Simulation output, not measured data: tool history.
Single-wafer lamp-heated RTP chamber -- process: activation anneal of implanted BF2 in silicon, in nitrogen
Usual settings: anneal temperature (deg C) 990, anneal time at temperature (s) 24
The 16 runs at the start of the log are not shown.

| run | hour | anneal temperature (deg C) | anneal time at temperature (s) | read-back reference wafer on the same gauge, sheet resistance | sheet resistance of the implanted and annealed layer (ohm/square) |
|---|---|---|---|---|---|
| 17 | 191.2 | 990 | 24 | 1122.92 | 927.92 |
| 18 | 203.2 | 990 | 24 | 1122.95 | 929.36 |
| 19 | 211.6 | 990 | 35 | 1123.62 | 915.05 |
| 20 | 218.3 | 1003 | 13 | 1122.81 | 939.91 |
| 21 | 227.6 | 990 | 24 | 1122.91 | 928.64 |
| 22 | 235.0 | 967 | 19 | 1122.23 | 945.04 |
| 23 | 250.9 | 990 | 18 | 1122.48 | 934.37 |
|  | 259.1 | pyrometer window cleaned and pyrometer calibrated |
| 24 | 264.7 | 990 | 24 | 1122.79 | 937.76 |
|  | 284.5 | reflector plate cleaned |
| 25 | 285.0 | 990 | 24 | 1123.12 | 935.58 |
| 26 | 298.7 | 999 | 24 | 1123.18 | 926.67 |
|  | 299.4 | gauge calibrated |
| 27 | 313.7 | 969 | 17 | 1123.23 | 956.95 |
| 28 | 323.5 | 990 | 24 | 1123.72 | 933.52 |
| 29 | 333.6 | 1007 | 20 | 1122.93 | 926.44 |
| 30 | 349.3 | 990 | 24 | 1122.96 | 933.63 |
| 31 | 362.3 | 990 | 24 | 1123.01 | 932.88 |
| 32 | 373.6 | 964 | 24 | 1123.23 | 947.58 |
| 33 | 383.9 | 990 | 24 | 1123.29 | 931.01 |
| 34 | 398.4 | 990 | 24 | 1122.63 | 931.20 |
| 35 | 411.0 | 975 | 15 | 1122.84 | 952.58 |
| 36 | 420.4 | 972 | 24 | 1123.09 | 942.10 |

Here are 4 independent what-if runs from the current tool condition. What would each one return?
| A | 420.8 | 990 | 10 | ? | ? |
| B | 420.8 | 1011 | 10 | ? | ? |
| C | 420.8 | 990 | 38 | ? | ? |
| D | 420.8 | 966 | 30 | ? | ? |

| run | read-back reference wafer on the same gauge, sheet resistance | sheet resistance of the implanted and annealed layer (ohm/square) |
|---|---|---|
| A | 1123.06 | 953.70 |
| B | 1123.06 | 943.21 |
| C | 1123.06 | 913.81 |
| D | 1123.06 | 938.69 |
With the hidden condition removed and each run's random variation left untouched, the same runs would have given:
| run | sheet resistance of the implanted and annealed layer (ohm/square) |
|---|---|
| A | 957.43 |
| B | 947.43 |
| C | 919.88 |
| D | 947.52 |
